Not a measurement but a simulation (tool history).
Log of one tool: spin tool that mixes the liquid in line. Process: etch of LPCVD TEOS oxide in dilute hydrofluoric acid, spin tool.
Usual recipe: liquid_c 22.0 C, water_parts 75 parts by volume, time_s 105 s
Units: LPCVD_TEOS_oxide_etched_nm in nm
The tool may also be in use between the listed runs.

run,hour,liquid_c,water_parts,time_s,wafers since the last listed run,hours since the thermometer was replaced,hours since the hydrofluoric acid flow meter was replaced,hours since the gauge calibration,"read-back film thickness of the LPCVD TEOS oxide reference wafer, read on the same gauge (nm)",LPCVD_TEOS_oxide_etched_nm
1,0.0,22.0,75,105,0,691.7,285.2,409.0,49.99,28.68
2,55.6,22.0,75,105,698,747.3,340.8,464.6,49.98,28.94
# hour 80.1: hydrofluoric acid flow meter replaced
3,84.4,22.0,75,105,349,776.1,4.3,493.4,50.02,27.33
4,130.4,22.0,75,105,577,822.1,50.3,539.4,50.03,27.75
5,163.2,22.0,75,105,411,854.9,83.1,572.2,50.00,27.55
6,224.9,22.0,75,105,774,916.6,144.8,633.9,50.00,27.13
7,280.4,22.0,75,105,696,972.1,200.3,689.4,50.02,27.34
# hour 282.0: thermometer replaced
8,340.4,22.0,75,105,740,58.4,260.3,749.4,50.02,30.78
9,378.2,22.0,85,75,474,96.2,298.1,787.2,50.02,19.31
10,434.3,22.0,75,105,704,152.3,354.2,843.3,50.03,30.83
# hour 464.1: hydrofluoric acid flow meter replaced
11,494.2,27.0,45,165,739,212.2,30.1,903.2,49.97,98.98
# hour 553.6: gauge calibrated
12,555.4,26.0,85,50,768,273.4,91.3,1.8,49.99,14.06
13,596.6,26.0,75,105,517,314.6,132.5,43.0,50.01,34.41
14,636.1,22.0,75,105,495,354.1,172.0,82.5,50.00,28.69
15,702.2,26.0,75,40,829,420.2,238.1,148.6,50.03,13.09
16,792.3,25.0,55,130,1131,510.3,328.2,238.7,49.99,56.71
# hour 834.9: hydrofluoric acid flow meter replaced
17,862.7,23.5,50,125,871,580.7,27.8,309.1,50.02,54.79
18,907.5,22.0,75,105,562,625.5,72.6,353.9,50.01,28.39

What if the next run were any one of these 4? Each begins from the tool's condition after run 18:
A,907.9,22.0,75,105,5,625.9,73.0,354.3,?,?
B,907.9,23.5,100,75,5,625.9,73.0,354.3,?,?
C,907.9,22.0,105,105,5,625.9,73.0,354.3,?,?
D,907.9,22.0,40,45,5,625.9,73.0,354.3,?,?

run,"read-back film thickness of the LPCVD TEOS oxide reference wafer, read on the same gauge (nm)",LPCVD_TEOS_oxide_etched_nm
A,50.00,27.92
B,50.00,15.45
C,50.00,19.28
D,50.00,23.39
Without the tool's unlogged condition, the same runs would have read:
run,LPCVD_TEOS_oxide_etched_nm
A,29.56
B,16.32
C,20.38
D,24.82

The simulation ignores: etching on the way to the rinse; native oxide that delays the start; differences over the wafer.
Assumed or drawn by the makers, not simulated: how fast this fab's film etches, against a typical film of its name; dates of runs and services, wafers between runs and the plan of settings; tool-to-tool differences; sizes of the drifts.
